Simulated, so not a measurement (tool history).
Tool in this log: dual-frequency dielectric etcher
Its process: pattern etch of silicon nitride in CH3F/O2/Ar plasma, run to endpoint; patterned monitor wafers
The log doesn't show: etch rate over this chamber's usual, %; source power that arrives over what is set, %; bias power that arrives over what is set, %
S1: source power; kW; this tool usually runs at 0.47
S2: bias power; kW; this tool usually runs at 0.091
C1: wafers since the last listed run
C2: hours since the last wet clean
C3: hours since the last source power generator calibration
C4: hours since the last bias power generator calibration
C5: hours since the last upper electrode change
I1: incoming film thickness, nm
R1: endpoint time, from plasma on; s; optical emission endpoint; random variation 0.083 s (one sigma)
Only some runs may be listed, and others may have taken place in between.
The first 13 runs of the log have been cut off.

At hour 138.4: source power generator calibrated.
Run 14, hour 148.7: usual settings; C1 173; C2 383.2; C3 10.3; C4 4464.1; C5 3778.5; I1 19.93. Result: R1 28.4 s.
Run 15, hour 162.6: usual settings; C1 202; C2 397.1; C3 24.2; C4 4478; C5 3792.4; I1 20.16. Result: R1 28.5 s.
Run 16, hour 176.3: usual settings; C1 199; C2 410.8; C3 37.9; C4 4491.7; C5 3806.1; I1 20. Result: R1 28.5 s.
Run 17, hour 192.9: usual settings; C1 241; C2 427.4; C3 54.5; C4 4508.3; C5 3822.7; I1 20.01. Result: R1 28.5 s.
Run 18, hour 206.1: usual settings but S1 0.42 kW; C1 191; C2 440.6; C3 67.7; C4 4521.5; C5 3835.9; I1 19.7. Result: R1 29.5 s.
Run 19, hour 216.9: usual settings; C1 157; C2 451.4; C3 78.5; C4 4532.3; C5 3846.7; I1 19.96. Result: R1 28.4 s.
At hour 227.3: bias power generator calibrated.
Run 20, hour 227.8: usual settings; C1 100; C2 462.3; C3 89.4; C4 0.5; C5 3857.6; I1 19.88. Result: R1 28.4 s.
Run 21, hour 232.2: usual settings but S2 0.081 kW; C1 63; C2 466.7; C3 93.8; C4 4.9; C5 3862; I1 20.08. Result: R1 29.9 s.
Run 22, hour 248.9: usual settings but S1 0.41 kW; C1 242; C2 483.4; C3 110.5; C4 21.6; C5 3878.7; I1 19.82. Result: R1 29.9 s.
At hour 275: upper electrode replaced.
At hour 279.3: wet clean of the chamber.
Run 23, hour 279.8: usual settings; C1 37; C2 0.5; C3 141.4; C4 52.5; C5 4.8; I1 19.97. Result: R1 27.9 s.
Run 24, hour 280.1: usual settings; C1 4; C2 0.8; C3 141.7; C4 52.8; C5 5.1; I1 19.83. Result: R1 27.6 s.
Run 25, hour 280.5: usual settings but S1 0.59 kW, S2 0.074 kW; C1 5; C2 1.2; C3 142.1; C4 53.2; C5 5.5; I1 19.83. Result: R1 26.9 s.
Run 26, hour 289.1: usual settings; C1 125; C2 9.8; C3 150.7; C4 61.8; C5 14.1; I1 20.05. Result: R1 28 s.
Run 27, hour 297: usual settings but S1 0.53 kW, S2 0.104 kW; C1 114; C2 17.7; C3 158.6; C4 69.7; C5 22; I1 19.87. Result: R1 25.2 s.
Run 28, hour 309.3: usual settings but S1 0.38 kW, S2 0.078 kW; C1 178; C2 30; C3 170.9; C4 82; C5 34.3; I1 20.04. Result: R1 32.3 s.
Run 29, hour 322.7: usual settings but S1 0.54 kW; C1 194; C2 43.4; C3 184.3; C4 95.4; C5 47.7; I1 19.86. Result: R1 26.1 s.
Run 30, hour 332.2: usual settings but S1 0.4 kW, S2 0.069 kW; C1 138; C2 52.9; C3 193.8; C4 104.9; C5 57.2; I1 19.97. Result: R1 32.7 s.
Run 31, hour 341.5: usual settings; C1 135; C2 62.2; C3 203.1; C4 114.2; C5 66.5; I1 19.85. Result: R1 27.8 s.
Run 32, hour 354.2: usual settings but S1 0.42 kW, S2 0.101 kW; C1 184; C2 74.9; C3 215.8; C4 126.9; C5 79.2; I1 19.73. Result: R1 28 s.
Run 33, hour 364.8: usual settings but S1 0.52 kW; C1 154; C2 85.5; C3 226.4; C4 137.5; C5 89.8; I1 19.73. Result: R1 26.4 s.

Expected results for the next run?
Run 34, hour 380.5: usual settings but S1 0.58 kW, S2 0.07 kW; C1 228; C2 101.2; C3 242.1; C4 153.2; C5 105.5; I1 19.75. Result: R1 ?.

R1: 27.6 s
Had the tool carried no hidden state, the very same run would have given R1 27.3 s.

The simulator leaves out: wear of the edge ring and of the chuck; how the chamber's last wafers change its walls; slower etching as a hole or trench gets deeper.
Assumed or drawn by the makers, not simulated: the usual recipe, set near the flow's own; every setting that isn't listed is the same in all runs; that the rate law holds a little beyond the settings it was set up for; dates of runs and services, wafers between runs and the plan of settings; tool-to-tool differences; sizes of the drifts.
